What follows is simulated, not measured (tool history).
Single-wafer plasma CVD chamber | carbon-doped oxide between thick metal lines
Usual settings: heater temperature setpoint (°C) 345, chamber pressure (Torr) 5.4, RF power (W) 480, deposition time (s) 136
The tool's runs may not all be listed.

run   hour  heater temperature setpoint (°C)  chamber pressure (Torr)  RF power (W)  deposition time (s)  wafers since the last listed run  hours since the last thermocouple change  hours since the last RF generator calibration  hours since the last manometer calibration  hours since the showerhead was replaced  hours since the gauge calibration  read-back reference wafer on the same gauge, thickness_nm  mean film thickness on the monitor wafer (Å)
  1      0                               345                     4.61           440                  136                                 0                                    1797.4                                         1949.1                                      2323.7                                   6821.5                              287.9                                                    607.906                                       5761.71
  2    7.2                               345                     4.61           440                  136                               112                                    1804.6                                         1956.3                                      2330.9                                   6828.7                              295.1                                                     608.09                                       5717.91
      23.7  -- showerhead replaced
        43  -- gauge calibrated
  3   51.3                               345                     4.61           440                  136                               562                                    1848.7                                         2000.4                                        2375                                     27.6                                8.3                                                    606.998                                       5689.92
      64.3  -- RF generator calibrated
  4   68.7                               345                      5.4           480                  136                               146                                    1866.1                                            4.4                                      2392.4                                       45                               25.7                                                     608.59                                       7059.95
  5   79.1                               345                      5.4           480                  136                               161                                    1876.5                                           14.8                                      2402.8                                     55.4                               36.1                                                    607.892                                       7002.21
  6   90.3                               352                      5.4           480                  136                               174                                    1887.7                                             26                                        2414                                     66.6                               47.3                                                    608.662                                        6927.3
  7    108                               352                      5.4           480                  136                               275                                    1905.4                                           43.7                                      2431.7                                     84.3                                 65                                                    608.124                                       6931.96
  8  114.2                               352                      5.4           480                  136                                96                                    1911.6                                           49.9                                      2437.9                                     90.5                               71.2                                                    607.796                                       6926.58
  9    125                               345                     6.24           400                  136                               168                                    1922.4                                           60.7                                      2448.7                                    101.3                                 82                                                    608.108                                       5812.51
 10  133.4                               352                     5.89           400                  114                               130                                    1930.8                                           69.1                                      2457.1                                    109.7                               90.4                                                    607.825                                       4738.31
 11  144.8                               330                     4.77           480                  136                               177                                    1942.2                                           80.5                                      2468.5                                    121.1                              101.8                                                     607.67                                       7188.75
 12  153.5                               330                     4.44           455                  110                               135                                    1950.9                                           89.2                                      2477.2                                    129.8                              110.5                                                    607.808                                       5457.25
 13  169.4                               352                     5.87           385                  136                               247                                    1966.8                                          105.1                                      2493.1                                    145.7                              126.4                                                    608.755                                       5317.37
 14  180.8                               351                      5.4           480                  121                               177                                    1978.2                                          116.5                                      2504.5                                    157.1                              137.8                                                    607.911                                       6166.23
 15  191.6                               345                      5.4           510                  159                               168                                      1989                                          127.3                                      2515.3                                    167.9                              148.6                                                    608.397                                       8613.44
 16    206                               345                      5.4           480                  136                               224                                    2003.4                                          141.7                                      2529.7                                    182.3                                163                                                    608.904                                       6949.25
 17  220.1                               349                     5.93           395                  147                               219                                    2017.5                                          155.8                                      2543.8                                    196.4                              177.1                                                     608.63                                       6015.64
 18  234.9                               345                     4.82           480                  136                               230                                    2032.3                                          170.6                                      2558.6                                    211.2                              191.9                                                    608.861                                       6866.73
 19  249.2                               345                     5.81           545                  136                               222                                    2046.6                                          184.9                                      2572.9                                    225.5                              206.2                                                    607.729                                       7936.79
     266.7  -- capacitance manometer re-zeroed and calibrated
 20  267.2                               345                      5.4           480                  136                               155                                    2064.6                                          202.9                                         0.5                                    243.5                              224.2                                                    608.591                                       6965.71
     275.6  -- thermocouple changed; heater temperature recalibrated
 21  276.4                               345                     5.81           440                  136                                18                                       0.8                                          212.1                                         9.7                                    252.7                              233.4                                                    607.627                                       6439.64
       321  -- gauge calibrated
 22  329.1                               345                     6.21           480                  136                               820                                      53.5                                          264.8                                        62.4                                    305.4                                8.1                                                     608.38                                       7106.53
 23  338.2                               345                      5.4           555                  155                               141                                      62.6                                          273.9                                        71.5                                    314.5                               17.2                                                    607.464                                       9025.42
 24  345.3                               337                      5.4           480                  147                               110                                      69.7                                            281                                        78.6                                    321.6                               24.3                                                    608.659                                       7744.13
 25  362.3                               337                      5.4           550                  116                               264                                      86.7                                            298                                        95.6                                    338.6                               41.3                                                    607.851                                       6897.32
 26  378.2                               345                      5.4           390                  127                               247                                     102.6                                          313.9                                       111.5                                    354.5                               57.2                                                    607.345                                       5077.75
 27  391.1                               345                      5.4           480                  136                               200                                     115.5                                          326.8                                       124.4                                    367.4                               70.1                                                    607.742                                       6982.94
 28  403.9                               350                     5.85           565                  113                               199                                     128.3                                          339.6                                       137.2                                    380.2                               82.9                                                    608.452                                       6679.32
 29  413.4                               345                      5.4           480                  136                               147                                     137.8                                          349.1                                       146.7                                    389.7                               92.4                                                    608.398                                       6949.89

3 ways to go on from here, each from the tool as it stands after run 29. What would each give?
  A  413.8                               345                      5.4           480                  136                                 6                                     138.2                                          349.5                                       147.1                                    390.1                               92.8                                                          ?                                             ?
  B  413.8                               334                      5.4           480                  136                                 6                                     138.2                                          349.5                                       147.1                                    390.1                               92.8                                                          ?                                             ?
  C  413.8                               349                     5.01           425                  128                                 6                                     138.2                                          349.5                                       147.1                                    390.1                               92.8                                                          ?                                             ?

run  read-back reference wafer on the same gauge, thickness_nm  mean film thickness on the monitor wafer (Å)
  A                                                    608.876                                       6962.12
  B                                                    608.876                                       7156.08
  C                                                    608.876                                       5584.83
Without the tool's hidden state the same runs would have given:
run  mean film thickness on the monitor wafer (Å)
  A                                       7107.13
  B                                       7305.14
  C                                       5721.04
